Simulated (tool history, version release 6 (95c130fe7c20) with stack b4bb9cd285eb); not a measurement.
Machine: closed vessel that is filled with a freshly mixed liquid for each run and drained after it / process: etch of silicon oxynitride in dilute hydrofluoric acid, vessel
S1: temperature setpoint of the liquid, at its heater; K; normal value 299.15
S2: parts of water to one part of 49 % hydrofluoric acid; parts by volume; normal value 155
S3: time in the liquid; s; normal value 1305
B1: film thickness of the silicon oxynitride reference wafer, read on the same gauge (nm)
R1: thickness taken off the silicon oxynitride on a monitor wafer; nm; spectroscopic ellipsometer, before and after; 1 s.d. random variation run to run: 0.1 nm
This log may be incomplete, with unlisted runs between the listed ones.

run	hour	S1	S2	S3	B1	R1
1	0.0	299.15	210	1305	90.01	9.93
2	64.3	299.15	210	1305	90.00	10.06
3	128.4	299.15	105	970	90.03	16.29
4	209.3	299.15	105	970	89.97	16.00
5	251.1	299.15	155	1305	89.98	13.91
6	348.6	299.15	155	1305	90.00	13.86
7	391.4	299.15	155	1305	89.99	14.01
8	433.4	299.15	155	1305	90.00	13.95
# hour 466.2: thermometer replaced
9	500.4	299.15	155	1305	90.03	13.85
# hour 501.9: gauge calibrated
10	540.8	296.65	190	1015	90.00	7.60
# hour 574.0: hydrofluoric acid flow meter replaced
11	601.2	299.15	105	970	90.02	15.30
12	692.8	295.15	175	990	89.99	7.38
# hour 751.4: hydrofluoric acid flow meter replaced, repeated, since the last time left the tool worse
13	799.0	299.15	230	765	89.99	5.40
14	868.8	302.65	205	1580	89.99	14.52
15	941.6	296.65	180	545	89.99	4.50
16	1011.7	299.15	105	970	90.02	16.44
17	1050.9	301.15	155	1305	90.01	15.51

Selected run-to-run steps in R1, each split into two signed amounts: the part the tool would show with no hidden state at all (from settings, incoming material and random variation), and the remainder, which goes to the hidden state together with any gauge scatter not common to the measured and the hidden-state-free results:
The tool's hidden condition here consists of: liquid colder than its thermometer reads (K); hydrofluoric acid flow below the setpoint (%); gauge reads high (%).
Run 10 -> 11: S1 296.65 -> 299.15, S2 190 -> 105, S3 1015 -> 970, hydrofluoric acid flow meter replaced. R1 +7.70 nm: hidden state -0.83, all else +8.53.
Run 15 -> 16: S1 296.65 -> 299.15, S2 180 -> 105, S3 545 -> 970. R1 +11.94 nm: hidden state -0.16, all else +12.10.
